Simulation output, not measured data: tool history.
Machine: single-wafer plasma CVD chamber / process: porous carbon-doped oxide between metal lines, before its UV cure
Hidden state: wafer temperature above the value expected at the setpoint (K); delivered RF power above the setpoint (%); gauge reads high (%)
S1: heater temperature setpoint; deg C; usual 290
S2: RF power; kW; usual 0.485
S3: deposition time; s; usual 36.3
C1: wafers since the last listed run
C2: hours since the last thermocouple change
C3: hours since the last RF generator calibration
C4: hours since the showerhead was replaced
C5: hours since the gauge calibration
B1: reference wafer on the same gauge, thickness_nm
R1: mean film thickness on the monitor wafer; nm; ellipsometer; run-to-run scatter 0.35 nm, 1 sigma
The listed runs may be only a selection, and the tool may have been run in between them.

Run 1, day 0: usual settings; C1 0; C2 2690.2; C3 2136.1; C4 5524.6; C5 394.2; B1 187.983. Result: R1 208.165 nm.
At day 0.654: gauge calibrated.
Run 2, day 1.896: usual settings; C1 857; C2 2735.7; C3 2181.6; C4 5570.1; C5 29.8; B1 188.101. Result: R1 207.526 nm.
Run 3, day 2.633: usual settings; C1 333; C2 2753.4; C3 2199.3; C4 5587.8; C5 47.5; B1 187.944. Result: R1 206.645 nm.
Run 4, day 3.971: usual settings but S2 0.41 kW; C1 604; C2 2785.5; C3 2231.4; C4 5619.9; C5 79.6; B1 187.981. Result: R1 171.249 nm.
Run 5, day 4.671: usual settings; C1 316; C2 2802.3; C3 2248.2; C4 5636.7; C5 96.4; B1 188.005. Result: R1 206.248 nm.
Run 6, day 5.292: usual settings but S3 32.1 s; C1 280; C2 2817.2; C3 2263.1; C4 5651.6; C5 111.3; B1 187.945. Result: R1 182.929 nm.
Run 7, day 6.646: usual settings but S3 32.1 s; C1 612; C2 2849.7; C3 2295.6; C4 5684.1; C5 143.8; B1 188.031. Result: R1 182.167 nm.
Run 8, day 7.242: usual settings but S3 32.1 s; C1 269; C2 2864; C3 2309.9; C4 5698.4; C5 158.1; B1 187.937. Result: R1 182.263 nm.
Run 9, day 8.267: usual settings but S2 0.415 kW; C1 463; C2 2888.6; C3 2334.5; C4 5723; C5 182.7; B1 188.037. Result: R1 172.416 nm.
Run 10, day 9.283: usual settings but S3 38.7 s; C1 459; C2 2913; C3 2358.9; C4 5747.4; C5 207.1; B1 187.972. Result: R1 218.311 nm.
Run 11, day 10.329: usual settings but S3 38.7 s; C1 473; C2 2938.1; C3 2384; C4 5772.5; C5 232.2; B1 188.095. Result: R1 217.745 nm.
Run 12, day 11.421: usual settings but S2 0.45 kW; C1 493; C2 2964.3; C3 2410.2; C4 5798.7; C5 258.4; B1 188.015. Result: R1 188.119 nm.
Run 13, day 12.288: usual settings but S2 0.45 kW; C1 391; C2 2985.1; C3 2431; C4 5819.5; C5 279.2; B1 188.122. Result: R1 187.839 nm.
Run 14, day 13.117: usual settings but S1 286 deg C, S2 0.39 kW, S3 33.5 s; C1 375; C2 3005; C3 2450.9; C4 5839.4; C5 299.1; B1 188.049. Result: R1 150.961 nm.
Run 15, day 13.725: usual settings but S1 281 deg C, S2 0.57 kW; C1 275; C2 3019.6; C3 2465.5; C4 5854; C5 313.7; B1 187.985. Result: R1 250.881 nm.
Run 16, day 14.75: usual settings but S2 0.51 kW, S3 42.5 s; C1 463; C2 3044.2; C3 2490.1; C4 5878.6; C5 338.3; B1 187.922. Result: R1 249.93 nm.
At day 15.429: thermocouple changed; heater temperature recalibrated.
At day 15.842: gauge calibrated.
At day 16.179: RF generator calibrated.
Run 17, day 16.2: usual settings but S1 277 deg C, S2 0.545 kW, S3 33.5 s; C1 354; C2 18.5; C3 0.5; C4 5913.4; C5 8.6; B1 188.061. Result: R1 237.711 nm.
Run 18, day 17.354: usual settings; C1 522; C2 46.2; C3 28.2; C4 5941.1; C5 36.3; B1 187.906. Result: R1 213.585 nm.
At day 18.033: showerhead replaced.
Run 19, day 18.733: usual settings; C1 473; C2 79.3; C3 61.3; C4 16.8; C5 69.4; B1 188.009. Result: R1 213.906 nm.
Run 20, day 19.612: usual settings but S1 286 deg C, S2 0.42 kW, S3 34.3 s; C1 397; C2 100.4; C3 82.4; C4 37.9; C5 90.5; B1 187.988. Result: R1 178.452 nm.
Run 21, day 20.138: usual settings but S2 0.535 kW, S3 40.8 s; C1 237; C2 113; C3 95; C4 50.5; C5 103.1; B1 187.923. Result: R1 261.796 nm.
Run 22, day 21.3: usual settings; C1 525; C2 140.9; C3 122.9; C4 78.4; C5 131; B1 188.005. Result: R1 214.87 nm.
Run 23, day 22.408: usual settings but S2 0.435 kW, S3 29.3 s; C1 501; C2 167.5; C3 149.5; C4 105; C5 157.6; B1 188.13. Result: R1 155.111 nm.
Run 24, day 23.617: usual settings but S3 31.7 s; C1 546; C2 196.5; C3 178.5; C4 134; C5 186.6; B1 187.94. Result: R1 187.673 nm.
Run 25, day 24.442: usual settings but S1 282 deg C, S3 38.4 s; C1 373; C2 216.3; C3 198.3; C4 153.8; C5 206.4; B1 188.104. Result: R1 238.159 nm.
Run 26, day 25.188: usual settings; C1 337; C2 234.2; C3 216.2; C4 171.7; C5 224.3; B1 188.054. Result: R1 215.297 nm.
Run 27, day 26.504: usual settings but S1 305 deg C, S2 0.58 kW; C1 595; C2 265.8; C3 247.8; C4 203.3; C5 255.9; B1 188.089. Result: R1 230.755 nm.

Each row is a separate what-if for the run after 27, all from the same tool condition, not one after another. Results?
Run A, day 26.521: usual settings but S1 300 deg C; C1 7; C2 266.2; C3 248.2; C4 203.7; C5 256.3; B1 ?. Result: R1 ?.
Run B, day 26.521: usual settings but S2 0.39 kW, S3 29.1 s; C1 7; C2 266.2; C3 248.2; C4 203.7; C5 256.3; B1 ?. Result: R1 ?.
Run C, day 26.521: usual settings but S1 297 deg C, S3 31.2 s; C1 7; C2 266.2; C3 248.2; C4 203.7; C5 256.3; B1 ?. Result: R1 ?.

run       B1       R1
  A  187.892  202.305
  B  187.892  136.248
  C  187.892  177.671
Take away the tool's hidden state, keep each run's random variation, and the runs would have read:
run       R1
  A  201.747
  B  135.902
  C  177.171

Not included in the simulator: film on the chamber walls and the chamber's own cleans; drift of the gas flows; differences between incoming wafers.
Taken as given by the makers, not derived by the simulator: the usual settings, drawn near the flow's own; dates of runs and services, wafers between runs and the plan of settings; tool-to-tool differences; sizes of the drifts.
